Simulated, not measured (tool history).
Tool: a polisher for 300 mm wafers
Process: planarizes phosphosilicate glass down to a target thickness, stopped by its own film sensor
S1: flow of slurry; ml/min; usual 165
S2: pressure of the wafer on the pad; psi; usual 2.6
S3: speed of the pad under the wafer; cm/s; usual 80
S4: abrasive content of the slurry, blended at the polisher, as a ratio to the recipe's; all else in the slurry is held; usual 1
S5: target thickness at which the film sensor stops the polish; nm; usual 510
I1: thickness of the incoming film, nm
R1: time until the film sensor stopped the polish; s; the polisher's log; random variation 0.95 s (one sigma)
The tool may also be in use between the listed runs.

{"run": 1, "hour": 0.0, "S1": 165, "S2": 2.6, "S3": 80, "S4": 1, "S5": 475, "I1": 969.4, "R1": 80.2}
{"run": 2, "hour": 46.3, "S1": 165, "S2": 2.6, "S3": 80, "S4": 1, "S5": 475, "I1": 976.1, "R1": 84.2}
{"hour": 69.8, "done": "slurry blender recalibrated"}
{"run": 3, "hour": 87.2, "S1": 165, "S2": 2.6, "S3": 80, "S4": 1.15, "S5": 510, "I1": 978.5, "R1": 73.3}
{"run": 4, "hour": 154.5, "S1": 165, "S2": 2.6, "S3": 80, "S4": 1.15, "S5": 510, "I1": 971.9, "R1": 73.8}
{"run": 5, "hour": 212.5, "S1": 165, "S2": 2.6, "S3": 80, "S4": 1, "S5": 510, "I1": 963.8, "R1": 78.8}
{"run": 6, "hour": 268.4, "S1": 165, "S2": 2.6, "S3": 80, "S4": 1, "S5": 400, "I1": 970.4, "R1": 98.3}
{"hour": 291.0, "done": "conditioning disc replaced and pad reconditioned"}
{"hour": 316.9, "done": "worn pad replaced by a new one"}
{"run": 7, "hour": 337.6, "S1": 205, "S2": 2.6, "S3": 104, "S4": 1.1, "S5": 654, "I1": 965.9, "R1": 40.1}
{"run": 8, "hour": 396.0, "S1": 165, "S2": 2.6, "S3": 80, "S4": 1, "S5": 510, "I1": 966.2, "R1": 73}
{"hour": 427.3, "done": "head pressure recalibrated"}
{"hour": 431.8, "done": "slurry blender recalibrated"}
{"run": 9, "hour": 442.0, "S1": 165, "S2": 3.4, "S3": 80, "S4": 1.3, "S5": 510, "I1": 970.3, "R1": 52.6}
{"run": 10, "hour": 474.9, "S1": 140, "S2": 2.9, "S3": 60, "S4": 1, "S5": 510, "I1": 985.1, "R1": 85.5}
{"run": 11, "hour": 532.7, "S1": 165, "S2": 2.6, "S3": 72, "S4": 1, "S5": 510, "I1": 957.5, "R1": 77.1}
{"hour": 535.7, "done": "slurry nozzle cleaned"}
{"run": 12, "hour": 594.4, "S1": 215, "S2": 2.6, "S3": 88, "S4": 1, "S5": 510, "I1": 961.9, "R1": 70.2}
{"run": 13, "hour": 645.3, "S1": 165, "S2": 3.1, "S3": 80, "S4": 1, "S5": 636, "I1": 987.9, "R1": 51.9}
{"hour": 677.3, "done": "worn pad replaced by a new one"}
{"run": 14, "hour": 687.8, "S1": 145, "S2": 2.6, "S3": 80, "S4": 1, "S5": 510, "I1": 970.4, "R1": 83.4}
{"hour": 724.0, "done": "conditioning disc replaced and pad reconditioned"}
{"run": 15, "hour": 737.6, "S1": 165, "S2": 2.6, "S3": 80, "S4": 1, "S5": 510, "I1": 956.5, "R1": 72.4}
{"run": 16, "hour": 773.7, "S1": 165, "S2": 2.6, "S3": 80, "S4": 1, "S5": 510, "I1": 968.2, "R1": 74.9}
{"hour": 816.5, "done": "slurry blender recalibrated"}
{"run": 17, "hour": 844.3, "S1": 105, "S2": 2.6, "S3": 88, "S4": 1.3, "S5": 637, "I1": 971.3, "R1": 48.1}
{"run": 18, "hour": 895.4, "S1": 185, "S2": 2.6, "S3": 80, "S4": 1, "S5": 510, "I1": 957.8, "R1": 71.8}
{"run": 19, "hour": 961.6, "S1": 195, "S2": 2.8, "S3": 62, "S4": 0.85, "S5": 510, "I1": 977.2, "R1": 89.3}
{"run": 20, "hour": 988.2, "S1": 145, "S2": 2.4, "S3": 68, "S4": 1, "S5": 412, "I1": 971.1, "R1": 110.8}
{"run": 21, "hour": 1033.0, "S1": 165, "S2": 3, "S3": 54, "S4": 1, "S5": 634, "I1": 964.8, "R1": 60.3}
{"run": 22, "hour": 1061.1, "S1": 165, "S2": 2.6, "S3": 80, "S4": 1, "S5": 510, "I1": 971.6, "R1": 80.6}
{"hour": 1109.0, "done": "worn pad replaced by a new one"}
{"hour": 1122.7, "done": "head pressure recalibrated"}
{"run": 23, "hour": 1125.1, "S1": 165, "S2": 2.6, "S3": 80, "S4": 0.7, "S5": 510, "I1": 955, "R1": 96.5}
{"hour": 1144.5, "done": "conditioning disc replaced and pad reconditioned"}
{"hour": 1158.6, "done": "slurry blender recalibrated"}
{"hour": 1178.6, "done": "slurry nozzle cleaned"}
{"run": 24, "hour": 1179.1, "S1": 165, "S2": 2.1, "S3": 80, "S4": 1, "S5": 567, "I1": 959.8, "R1": 74.6}

The tool's hidden state at each run:
removal rate lost through wear of the pad, %: 0 in every run
slurry flow missing at the pad, %: 0 in every run
deviation of the head's pressure from its setpoint, %: 0 in every run
abrasive missing from the slurry, %: 0 in every run
H1: time polished since the conditioner stopped cutting, s
run=1 H1=67.4
run=2 H1=89.2
run=3 H1=113
run=4 H1=164
run=5 H1=217
run=6 H1=277
run=7 H1=24
run=8 H1=36.3
run=9 H1=52.7
run=10 H1=68.1
run=11 H1=102
run=12 H1=149
run=13 H1=196
run=14 H1=241
run=15 H1=44.3
run=16 H1=47.5
run=17 H1=64.3
run=18 H1=85.1
run=19 H1=123
run=20 H1=141
run=21 H1=177
run=22 H1=203
run=23 H1=269
run=24 H1=15.6
